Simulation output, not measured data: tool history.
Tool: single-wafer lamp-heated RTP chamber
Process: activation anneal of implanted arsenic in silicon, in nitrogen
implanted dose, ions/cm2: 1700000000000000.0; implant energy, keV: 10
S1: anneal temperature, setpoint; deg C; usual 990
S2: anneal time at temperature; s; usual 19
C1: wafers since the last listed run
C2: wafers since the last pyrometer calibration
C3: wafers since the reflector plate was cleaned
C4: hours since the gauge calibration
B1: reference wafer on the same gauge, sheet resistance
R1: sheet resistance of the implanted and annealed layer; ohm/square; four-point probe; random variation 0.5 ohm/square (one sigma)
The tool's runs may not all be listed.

run,hour,S1,S2,C1,C2,C3,C4,B1,R1
1,0,973,19,0,368,7429,528.3,132.88,172.45
2,19.4,973,19,207,575,7636,547.7,132.94,171.96
# hour 20.8: gauge calibrated
3,47.2,976,19,297,872,7933,26.4,132.97,168.16
4,78.3,976,19,332,1205,8265,57.5,133.1,167.09
5,110.2,990,19,340,1545,8606,89.4,133.01,151.27
# hour 121: pyrometer window cleaned and pyrometer calibrated
6,142.1,990,19,255,225,8862,121.3,133.27,155.54
7,171.9,1000,19,318,543,9180,151.1,132.76,144.51
8,205.1,990,12,354,898,9535,184.3,132.89,167.76
9,234.7,990,12,316,1214,9851,213.9,133.03,167.07
10,266.4,990,19,338,1553,10190,245.6,132.98,150.92
# hour 298.4: pyrometer window cleaned and pyrometer calibrated
11,298.9,990,19,261,5,10452,278.1,132.96,156.24
12,314.9,990,19,170,176,10623,294.1,132.99,155.98
13,333.2,990,19,195,372,10818,312.4,132.91,155.77
14,346.4,990,19,141,513,10959,325.6,133.02,155.16
15,399.9,972,16,571,1084,11531,379.1,133.07,175.82
16,412.5,972,16,134,1219,11665,391.7,132.86,176.17
17,429.9,1018,26,185,1405,11851,409.1,133.15,116.92
18,457.6,990,26,295,1701,12147,436.8,132.89,140.17
# hour 469.7: pyrometer window cleaned and pyrometer calibrated
19,479.4,976,12,147,103,12295,458.6,133.05,182.19
20,513.8,1004,24,367,471,12662,493,133.03,132.93
21,529.1,976,19,163,634,12826,508.3,132.98,168.64
# hour 551.6: reflector plate cleaned
# hour 585: gauge calibrated
22,622.9,978,13,916,1551,761,37.9,133.16,174.87
# hour 646.7: pyrometer window cleaned and pyrometer calibrated
23,649,1003,19,193,24,955,64,132.92,142.12
24,675.6,990,19,284,308,1239,90.6,133.04,154.52
25,701.7,990,19,278,587,1518,116.7,132.98,153.81
26,719.3,976,11,188,775,1706,134.3,132.83,183.81
27,751,990,19,338,1114,2045,166,132.93,152.69
28,763.7,960,8,135,1250,2180,178.7,132.9,202.85
29,779.5,969,27,168,1419,2349,194.5,132.94,161.93
30,795.4,964,14,169,1588,2519,210.4,132.89,184.84
# hour 807.4: pyrometer window cleaned and pyrometer calibrated
31,826.9,990,12,251,208,2770,241.9,133.07,168.97
32,850.5,990,19,252,460,3022,265.5,132.97,154.05

Hidden state or all else? Some run-to-run changes of R1, split into what the settings, what came in and random variation would give without the hidden state, and what is left for the hidden state (with any gauge scatter that isn't in both results):
The hidden state here: true wafer temperature minus pyrometer reading, K; wafer temperature error from the tarnished reflector plate, K; gauge reads high (%).
Run 10 -> 11: pyrometer window cleaned and pyrometer calibrated. R1 +5.32 ohm/square: hidden state +4.78, all else +0.54.
Run 16 -> 17: S1 972 -> 1018, S2 16 -> 26. R1 -59.25 ohm/square: hidden state +0.48, all else -59.73.
Run 18 -> 19: S1 990 -> 976, S2 26 -> 12, pyrometer window cleaned and pyrometer calibrated. R1 +42.02 ohm/square: hidden state +5.55, all else +36.47.
Run 19 -> 20: S1 976 -> 1004, S2 12 -> 24. R1 -49.26 ohm/square: hidden state -1.19, all else -48.07.
Run 22 -> 23: S1 978 -> 1003, S2 13 -> 19, pyrometer window cleaned and pyrometer calibrated. R1 -32.75 ohm/square: hidden state +4.94, all else -37.69.
Run 27 -> 28: S1 990 -> 960, S2 19 -> 8. R1 +50.16 ohm/square: hidden state +1.06, all else +49.1.

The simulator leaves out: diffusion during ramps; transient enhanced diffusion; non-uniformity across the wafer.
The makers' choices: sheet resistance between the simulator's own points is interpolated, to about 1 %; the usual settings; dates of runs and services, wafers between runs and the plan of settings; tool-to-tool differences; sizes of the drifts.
